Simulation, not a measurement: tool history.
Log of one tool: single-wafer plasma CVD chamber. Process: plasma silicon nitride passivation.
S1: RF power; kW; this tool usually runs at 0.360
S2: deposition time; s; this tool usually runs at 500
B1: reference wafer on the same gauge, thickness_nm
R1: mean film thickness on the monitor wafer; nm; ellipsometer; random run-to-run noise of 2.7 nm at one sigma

run 1 day=0.000 | S1=0.360 S2=500 | B1=712.956 | R1=645.271
run 2 day=1.100 | S1=0.360 S2=500 | B1=715.060 | R1=640.663
run 3 day=1.683 | S1=0.360 S2=500 | B1=713.618 | R1=638.473
run 4 day=3.096 | S1=0.360 S2=500 | B1=714.650 | R1=641.651
run 5 day=6.854 | S1=0.360 S2=465 | B1=714.850 | R1=595.022
run 6 day=7.767 | S1=0.360 S2=465 | B1=714.295 | R1=599.676
run 7 day=8.454 | S1=0.360 S2=500 | B1=713.263 | R1=642.880
run 8 day=9.158 | S1=0.360 S2=500 | B1=713.095 | R1=643.119
run 9 day=10.792 | S1=0.340 S2=500 | B1=713.706 | R1=632.078
run 10 day=11.329 | S1=0.340 S2=500 | B1=713.389 | R1=633.100
run 11 day=12.367 | S1=0.340 S2=500 | B1=714.062 | R1=628.909
run 12 day=13.771 | S1=0.360 S2=500 | B1=712.335 | R1=642.326
run 13 day=14.758 | S1=0.360 S2=500 | B1=713.507 | R1=639.513
run 14 day=15.862 | S1=0.360 S2=500 | B1=715.334 | R1=643.068
-- day=16.333 gauge calibrated
run 15 day=16.450 | S1=0.360 S2=500 | B1=714.282 | R1=636.917
-- day=17.317 showerhead replaced
run 16 day=17.338 | S1=0.360 S2=500 | B1=714.615 | R1=638.489
run 17 day=18.450 | S1=0.360 S2=500 | B1=714.384 | R1=640.278
run 18 day=19.142 | S1=0.360 S2=500 | B1=712.972 | R1=642.353
run 19 day=20.058 | S1=0.360 S2=459 | B1=714.756 | R1=588.301
run 20 day=21.312 | S1=0.360 S2=500 | B1=713.842 | R1=636.150
run 21 day=21.846 | S1=0.315 S2=579 | B1=713.611 | R1=709.476
run 22 day=22.712 | S1=0.425 S2=423 | B1=714.183 | R1=568.484
run 23 day=24.171 | S1=0.300 S2=573 | B1=713.774 | R1=691.207
run 24 day=25.596 | S1=0.400 S2=529 | B1=715.277 | R1=699.850
run 25 day=26.529 | S1=0.330 S2=579 | B1=714.158 | R1=720.637
run 26 day=27.575 | S1=0.360 S2=500 | B1=714.213 | R1=634.738
run 27 day=28.921 | S1=0.315 S2=407 | B1=714.170 | R1=495.538
run 28 day=29.692 | S1=0.400 S2=529 | B1=713.795 | R1=698.799
run 29 day=30.929 | S1=0.305 S2=462 | B1=714.403 | R1=560.172
run 30 day=32.250 | S1=0.360 S2=500 | B1=713.686 | R1=629.869
run 31 day=32.879 | S1=0.305 S2=533 | B1=714.766 | R1=647.472
-- day=33.825 RF generator calibrated
run 32 day=36.571 | S1=0.405 S2=530 | B1=714.209 | R1=709.608
run 33 day=37.700 | S1=0.310 S2=435 | B1=714.314 | R1=536.786
run 34 day=39.033 | S1=0.360 S2=500 | B1=713.111 | R1=643.418
run 35 day=42.871 | S1=0.360 S2=500 | B1=714.832 | R1=639.015
run 36 day=43.662 | S1=0.430 S2=541 | B1=714.284 | R1=738.610

Branching from run 36: 5 alternative next runs. What would each branch give?
run A day=43.683 | S1=0.360 S2=500 | B1=? | R1=?
run B day=43.683 | S1=0.335 S2=500 | B1=? | R1=?
run C day=43.683 | S1=0.305 S2=571 | B1=? | R1=?
run D day=43.683 | S1=0.360 S2=432 | B1=? | R1=?
run E day=43.683 | S1=0.320 S2=452 | B1=? | R1=?

run=A B1=714.026 R1=642.806
run=B B1=714.026 R1=628.641
run=C B1=714.026 R1=697.300
run=D B1=714.026 R1=555.384
run=E B1=714.026 R1=560.274
Without the tool's hidden state the same runs would have given:
run=A R1=644.502
run=B R1=630.300
run=C R1=699.140
run=D R1=556.849
run=E R1=561.752
